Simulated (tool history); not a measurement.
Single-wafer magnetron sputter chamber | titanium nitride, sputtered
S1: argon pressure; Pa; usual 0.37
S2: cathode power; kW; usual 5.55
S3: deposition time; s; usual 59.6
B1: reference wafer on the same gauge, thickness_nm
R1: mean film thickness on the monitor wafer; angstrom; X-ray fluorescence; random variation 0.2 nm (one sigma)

{"run": 1, "hour": 0.0, "S1": 0.411, "S2": 5.55, "S3": 59.6, "B1": 56.308, "R1": 535.35}
{"run": 2, "hour": 43.4, "S1": 0.411, "S2": 5.55, "S3": 59.6, "B1": 56.409, "R1": 535.73}
{"run": 3, "hour": 81.1, "S1": 0.37, "S2": 5.55, "S3": 59.6, "B1": 56.416, "R1": 536.77}
{"hour": 108.0, "done": "gauge calibrated"}
{"hour": 113.6, "done": "sputter target and shields replaced"}
{"run": 4, "hour": 120.9, "S1": 0.37, "S2": 5.55, "S3": 59.6, "B1": 56.405, "R1": 550.64}
{"run": 5, "hour": 148.3, "S1": 0.37, "S2": 5.55, "S3": 63.2, "B1": 56.341, "R1": 587.48}
{"run": 6, "hour": 187.4, "S1": 0.37, "S2": 5.55, "S3": 63.2, "B1": 56.382, "R1": 578.8}
{"run": 7, "hour": 235.4, "S1": 0.37, "S2": 5.55, "S3": 63.2, "B1": 56.433, "R1": 573.35}
{"run": 8, "hour": 272.6, "S1": 0.37, "S2": 5.55, "S3": 59.6, "B1": 56.37, "R1": 538.57}
{"run": 9, "hour": 297.1, "S1": 0.31, "S2": 4.9, "S3": 62.9, "B1": 56.472, "R1": 511.01}
{"hour": 338.9, "done": "capacitance manometer re-zeroed and calibrated"}
{"hour": 351.3, "done": "sputter target and shields replaced"}
{"hour": 371.9, "done": "magnet pack replaced"}
{"run": 10, "hour": 409.3, "S1": 0.37, "S2": 4.75, "S3": 50.2, "B1": 56.449, "R1": 370.3}
{"run": 11, "hour": 462.4, "S1": 0.285, "S2": 4.4, "S3": 59.6, "B1": 56.38, "R1": 415.76}
{"hour": 521.8, "done": "sputter target and shields replaced, repeated, since the last time left the tool worse"}
{"run": 12, "hour": 532.4, "S1": 0.481, "S2": 6.6, "S3": 62.7, "B1": 56.384, "R1": 664.54}
{"hour": 538.3, "done": "gauge calibrated"}
{"run": 13, "hour": 596.2, "S1": 0.37, "S2": 5.55, "S3": 68.2, "B1": 56.348, "R1": 623.51}
{"run": 14, "hour": 666.3, "S1": 0.37, "S2": 4.25, "S3": 59.6, "B1": 56.385, "R1": 410.96}
{"run": 15, "hour": 699.8, "S1": 0.285, "S2": 4.4, "S3": 59.6, "B1": 56.508, "R1": 437.36}
{"run": 16, "hour": 737.9, "S1": 0.37, "S2": 5.55, "S3": 59.6, "B1": 56.422, "R1": 535.2}
{"hour": 752.9, "done": "sputter target and shields replaced"}
{"run": 17, "hour": 800.4, "S1": 0.296, "S2": 6.65, "S3": 48.7, "B1": 56.404, "R1": 547.86}

The same runs without the tool's hidden state, with the same run-to-run variation:
The hidden state here: deposition rate above that of a new target (%); true argon pressure above the setpoint (%); gauge reads high (%).
run=1 R1=544.5
run=2 R1=548.85
run=3 R1=553.4
run=4 R1=552.11
run=5 R1=591.7
run=6 R1=586.74
run=7 R1=585.87
run=8 R1=553.77
run=9 R1=527.61
run=10 R1=398.96
run=11 R1=452.17
run=12 R1=669.05
run=13 R1=634.4
run=14 R1=423.07
run=15 R1=452.8
run=16 R1=557.68
run=17 R1=553.47

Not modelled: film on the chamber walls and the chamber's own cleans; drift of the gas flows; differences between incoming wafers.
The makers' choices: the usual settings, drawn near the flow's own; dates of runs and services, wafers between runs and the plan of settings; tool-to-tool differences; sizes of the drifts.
